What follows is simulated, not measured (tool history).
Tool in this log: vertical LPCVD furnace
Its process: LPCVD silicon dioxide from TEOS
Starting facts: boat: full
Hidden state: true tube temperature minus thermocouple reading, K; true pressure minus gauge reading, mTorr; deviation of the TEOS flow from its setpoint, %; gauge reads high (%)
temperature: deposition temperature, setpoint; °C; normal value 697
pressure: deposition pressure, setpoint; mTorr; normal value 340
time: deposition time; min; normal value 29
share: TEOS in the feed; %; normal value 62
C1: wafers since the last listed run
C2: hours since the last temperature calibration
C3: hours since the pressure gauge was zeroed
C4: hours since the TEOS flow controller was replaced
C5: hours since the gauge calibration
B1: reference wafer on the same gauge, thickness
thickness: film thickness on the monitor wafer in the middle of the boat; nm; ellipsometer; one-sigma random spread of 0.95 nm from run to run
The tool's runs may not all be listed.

run 1 day=0 | temperature=697 pressure=340 time=29 share=62 | C1=0 C2=3133.5 C3=1137 C4=1934.7 C5=468.5 | B1=218.64 | thickness=185.26
run 2 day=1.104 | temperature=697 pressure=370 time=29 share=62 | C1=431 C2=3160 C3=1163.5 C4=1961.2 C5=495 | B1=218.46 | thickness=190.98
run 3 day=2.492 | temperature=697 pressure=370 time=29 share=62 | C1=542 C2=3193.3 C3=1196.8 C4=1994.5 C5=528.3 | B1=218.34 | thickness=191.97
-- day=3.692 TEOS flow controller replaced
run 4 day=3.917 | temperature=697 pressure=370 time=29 share=62 | C1=166 C2=3227.5 C3=1231 C4=5.4 C5=562.5 | B1=217.89 | thickness=192.2
run 5 day=4.912 | temperature=697 pressure=340 time=29 share=62 | C1=389 C2=3251.4 C3=1254.9 C4=29.3 C5=586.4 | B1=217.61 | thickness=182.75
run 6 day=5.996 | temperature=697 pressure=340 time=29 share=67 | C1=423 C2=3277.4 C3=1280.9 C4=55.3 C5=612.4 | B1=217.53 | thickness=190.04
-- day=7.908 thermocouples replaced and temperature profile calibrated
run 7 day=7.929 | temperature=697 pressure=340 time=29 share=67 | C1=364 C2=0.5 C3=1327.3 C4=101.7 C5=658.8 | B1=217.07 | thickness=190.63
run 8 day=8.433 | temperature=697 pressure=340 time=29 share=67 | C1=197 C2=12.6 C3=1339.4 C4=113.8 C5=670.9 | B1=216.99 | thickness=190.7
run 9 day=9.338 | temperature=697 pressure=340 time=29 share=62 | C1=353 C2=34.3 C3=1361.1 C4=135.5 C5=692.6 | B1=216.6 | thickness=181.77
run 10 day=9.954 | temperature=697 pressure=340 time=29 share=62 | C1=241 C2=49.1 C3=1375.9 C4=150.3 C5=707.4 | B1=216.4 | thickness=181.08
run 11 day=11.312 | temperature=697 pressure=340 time=34 share=62 | C1=531 C2=81.7 C3=1408.5 C4=182.9 C5=740 | B1=216.06 | thickness=213.14
run 12 day=12.612 | temperature=697 pressure=340 time=18 share=62 | C1=508 C2=112.9 C3=1439.7 C4=214.1 C5=771.2 | B1=215.57 | thickness=112.13
run 13 day=13.358 | temperature=697 pressure=280 time=40 share=54 | C1=291 C2=130.8 C3=1457.6 C4=232 C5=789.1 | B1=215.31 | thickness=211.69
run 14 day=14.117 | temperature=690 pressure=340 time=29 share=62 | C1=296 C2=149 C3=1475.8 C4=250.2 C5=807.3 | B1=215.09 | thickness=152.86
run 15 day=15.262 | temperature=697 pressure=380 time=40 share=71 | C1=448 C2=176.5 C3=1503.3 C4=277.7 C5=834.8 | B1=214.84 | thickness=282.64
run 16 day=16.271 | temperature=697 pressure=340 time=29 share=62 | C1=394 C2=200.7 C3=1527.5 C4=301.9 C5=859 | B1=214.62 | thickness=180.11
run 17 day=17.679 | temperature=697 pressure=385 time=29 share=62 | C1=550 C2=234.5 C3=1561.3 C4=335.7 C5=892.8 | B1=213.99 | thickness=191.36
run 18 day=19.112 | temperature=697 pressure=340 time=29 share=62 | C1=560 C2=268.9 C3=1595.7 C4=370.1 C5=927.2 | B1=213.53 | thickness=178.59
run 19 day=19.738 | temperature=700 pressure=365 time=18 share=55 | C1=244 C2=283.9 C3=1610.7 C4=385.1 C5=942.2 | B1=213.37 | thickness=116.98
-- day=21.746 pressure gauge zeroed
run 20 day=21.767 | temperature=697 pressure=400 time=32.5 share=62 | C1=402 C2=332.6 C3=0.5 C4=433.8 C5=990.9 | B1=212.64 | thickness=217.77
run 21 day=21.938 | temperature=697 pressure=340 time=29 share=62 | C1=66 C2=336.7 C3=4.6 C4=437.9 C5=995 | B1=212.43 | thickness=179.1
run 22 day=23.012 | temperature=697 pressure=340 time=29 share=62 | C1=420 C2=362.5 C3=30.4 C4=463.7 C5=1020.8 | B1=212.17 | thickness=177.68
-- day=23.333 gauge calibrated
run 23 day=23.946 | temperature=697 pressure=340 time=29 share=62 | C1=364 C2=384.9 C3=52.8 C4=486.1 C5=14.7 | B1=217.82 | thickness=181.93
run 24 day=26.333 | temperature=691 pressure=365 time=29 share=54 | C1=933 C2=442.2 C3=110.1 C4=543.4 C5=72 | B1=217.72 | thickness=153.2
run 25 day=27.579 | temperature=700 pressure=425 time=29 share=62 | C1=487 C2=472.1 C3=140 C4=573.3 C5=101.9 | B1=217.76 | thickness=218.78
run 26 day=28.912 | temperature=697 pressure=340 time=29 share=62 | C1=521 C2=504.1 C3=172 C4=605.3 C5=133.9 | B1=217.62 | thickness=182.71
run 27 day=33.196 | temperature=697 pressure=275 time=24 share=71 | C1=1674 C2=606.9 C3=274.8 C4=708.1 C5=236.7 | B1=217.3 | thickness=146.3
run 28 day=33.904 | temperature=697 pressure=340 time=22.5 share=62 | C1=276 C2=623.9 C3=291.8 C4=725.1 C5=253.7 | B1=217.48 | thickness=141.4
run 29 day=35.338 | temperature=697 pressure=390 time=29 share=62 | C1=560 C2=658.3 C3=326.2 C4=759.5 C5=288.1 | B1=217.22 | thickness=194.67
run 30 day=36.712 | temperature=700 pressure=340 time=29 share=73 | C1=537 C2=691.3 C3=359.2 C4=792.5 C5=321.1 | B1=216.95 | thickness=213.22

How would selected steps in thickness from run to run divide? Give the signed amount a tool lacking its hidden state would still show from settings, what came in and random variation, and the signed amount left for the hidden state, including any gauge scatter that is not in both of the compared results.
Run 11 -> 12: time 34 -> 18. thickness -101.01 nm: hidden state +0.68, all else -101.69.
Run 14 -> 15: temperature 690 -> 697, pressure 340 -> 380, time 29 -> 40, share 62 -> 71. thickness +129.78 nm: hidden state -2.11, all else +131.89.
Run 15 -> 16: pressure 380 -> 340, time 40 -> 29, share 71 -> 62. thickness -102.53 nm: hidden state +1.18, all else -103.71.
Run 19 -> 20: temperature 700 -> 697, pressure 365 -> 400, time 18 -> 32.5, share 55 -> 62, pressure gauge zeroed. thickness +100.79 nm: hidden state -2.97, all else +103.76.
Run 22 -> 23: gauge calibrated. thickness +4.25 nm: hidden state +4.68, all else -0.43.
